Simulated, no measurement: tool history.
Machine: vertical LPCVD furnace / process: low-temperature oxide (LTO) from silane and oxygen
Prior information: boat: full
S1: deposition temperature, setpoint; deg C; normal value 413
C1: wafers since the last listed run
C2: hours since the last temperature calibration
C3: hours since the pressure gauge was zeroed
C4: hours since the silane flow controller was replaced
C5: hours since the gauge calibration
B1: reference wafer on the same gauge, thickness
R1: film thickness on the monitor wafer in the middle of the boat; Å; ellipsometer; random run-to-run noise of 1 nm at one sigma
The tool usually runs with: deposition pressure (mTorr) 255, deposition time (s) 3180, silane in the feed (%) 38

{"run": 1, "hour": 0.0, "S1": 408, "deposition pressure (mTorr)": 255, "deposition time (s)": 3180, "silane in the feed (%)": 38, "C1": 0, "C2": 2492.8, "C3": 1556.1, "C4": 2789, "C5": 186.5, "B1": 665.37, "R1": 6061.8}
{"run": 2, "hour": 55.9, "S1": 413, "deposition pressure (mTorr)": 295, "deposition time (s)": 3180, "silane in the feed (%)": 42, "C1": 460, "C2": 2548.7, "C3": 1612, "C4": 2844.9, "C5": 242.4, "B1": 665.06, "R1": 8261}
{"run": 3, "hour": 78.6, "S1": 413, "deposition pressure (mTorr)": 255, "deposition time (s)": 3180, "silane in the feed (%)": 38, "C1": 186, "C2": 2571.4, "C3": 1634.7, "C4": 2867.6, "C5": 265.1, "B1": 664.79, "R1": 6427.8}
{"hour": 112.7, "done": "pressure gauge zeroed"}
{"run": 4, "hour": 113.2, "S1": 413, "deposition pressure (mTorr)": 255, "deposition time (s)": 3180, "silane in the feed (%)": 38, "C1": 87, "C2": 2606, "C3": 0.5, "C4": 2902.2, "C5": 299.7, "B1": 665.79, "R1": 6113.7}
{"run": 5, "hour": 119.3, "S1": 413, "deposition pressure (mTorr)": 255, "deposition time (s)": 3180, "silane in the feed (%)": 38, "C1": 50, "C2": 2612.1, "C3": 6.6, "C4": 2908.3, "C5": 305.8, "B1": 665, "R1": 6120.2}
{"hour": 130.1, "done": "gauge calibrated"}
{"run": 6, "hour": 133.5, "S1": 413, "deposition pressure (mTorr)": 255, "deposition time (s)": 3180, "silane in the feed (%)": 38, "C1": 116, "C2": 2626.3, "C3": 20.8, "C4": 2922.5, "C5": 3.4, "B1": 665.34, "R1": 6123.7}
{"run": 7, "hour": 141.8, "S1": 419, "deposition pressure (mTorr)": 205, "deposition time (s)": 3180, "silane in the feed (%)": 38, "C1": 68, "C2": 2634.6, "C3": 29.1, "C4": 2930.8, "C5": 11.7, "B1": 665.2, "R1": 5262.9}
{"run": 8, "hour": 150.3, "S1": 419, "deposition pressure (mTorr)": 205, "deposition time (s)": 3180, "silane in the feed (%)": 38, "C1": 69, "C2": 2643.1, "C3": 37.6, "C4": 2939.3, "C5": 20.2, "B1": 664.86, "R1": 5274.8}
{"hour": 185.0, "done": "silane flow controller replaced"}
{"hour": 197.7, "done": "thermocouples replaced and temperature profile calibrated"}
{"run": 9, "hour": 198.2, "S1": 419, "deposition pressure (mTorr)": 205, "deposition time (s)": 3180, "silane in the feed (%)": 38, "C1": 92, "C2": 0.5, "C3": 85.5, "C4": 13.2, "C5": 68.1, "B1": 665.42, "R1": 5288}
{"run": 10, "hour": 203.7, "S1": 413, "deposition pressure (mTorr)": 255, "deposition time (s)": 3180, "silane in the feed (%)": 38, "C1": 45, "C2": 6, "C3": 91, "C4": 18.7, "C5": 73.6, "B1": 665.75, "R1": 6172.3}
{"run": 11, "hour": 209.2, "S1": 413, "deposition pressure (mTorr)": 280, "deposition time (s)": 3180, "silane in the feed (%)": 38, "C1": 45, "C2": 11.5, "C3": 96.5, "C4": 24.2, "C5": 79.1, "B1": 665.03, "R1": 6761.4}
{"run": 12, "hour": 214.7, "S1": 413, "deposition pressure (mTorr)": 255, "deposition time (s)": 3180, "silane in the feed (%)": 38, "C1": 45, "C2": 17, "C3": 102, "C4": 29.7, "C5": 84.6, "B1": 664.78, "R1": 6165.9}
{"run": 13, "hour": 226.6, "S1": 413, "deposition pressure (mTorr)": 215, "deposition time (s)": 3180, "silane in the feed (%)": 38, "C1": 97, "C2": 28.9, "C3": 113.9, "C4": 41.6, "C5": 96.5, "B1": 665.27, "R1": 5209}
{"run": 14, "hour": 246.0, "S1": 403, "deposition pressure (mTorr)": 255, "deposition time (s)": 2550, "silane in the feed (%)": 43, "C1": 159, "C2": 48.3, "C3": 133.3, "C4": 61, "C5": 115.9, "B1": 665.16, "R1": 5134.3}
{"run": 15, "hour": 259.5, "S1": 413, "deposition pressure (mTorr)": 255, "deposition time (s)": 1980, "silane in the feed (%)": 44, "C1": 111, "C2": 61.8, "C3": 146.8, "C4": 74.5, "C5": 129.4, "B1": 665.07, "R1": 4538.3}
{"run": 16, "hour": 276.2, "S1": 421, "deposition pressure (mTorr)": 295, "deposition time (s)": 3180, "silane in the feed (%)": 32, "C1": 137, "C2": 78.5, "C3": 163.5, "C4": 91.2, "C5": 146.1, "B1": 665.17, "R1": 6254.4}

What if the next run were any one of these 3? Each begins from the tool's condition after run 16:
{"run": "A", "hour": 281.8, "S1": 413, "deposition pressure (mTorr)": 255, "deposition time (s)": 3180, "silane in the feed (%)": 38, "C1": 46, "C2": 84.1, "C3": 169.1, "C4": 96.8, "C5": 151.7, "B1": "?", "R1": "?"}
{"run": "B", "hour": 281.8, "S1": 413, "deposition pressure (mTorr)": 255, "deposition time (s)": 4440, "silane in the feed (%)": 33, "C1": 46, "C2": 84.1, "C3": 169.1, "C4": 96.8, "C5": 151.7, "B1": "?", "R1": "?"}
{"run": "C", "hour": 281.8, "S1": 413, "deposition pressure (mTorr)": 255, "deposition time (s)": 2850, "silane in the feed (%)": 38, "C1": 46, "C2": 84.1, "C3": 169.1, "C4": 96.8, "C5": 151.7, "B1": "?", "R1": "?"}

run=A B1=664.95 R1=6207.9
run=B B1=664.95 R1=7232.5
run=C B1=664.95 R1=5563.7
Without the tool's unlogged condition, the same runs would have read:
run=A R1=6091.2
run=B R1=7096.5
run=C R1=5459.1

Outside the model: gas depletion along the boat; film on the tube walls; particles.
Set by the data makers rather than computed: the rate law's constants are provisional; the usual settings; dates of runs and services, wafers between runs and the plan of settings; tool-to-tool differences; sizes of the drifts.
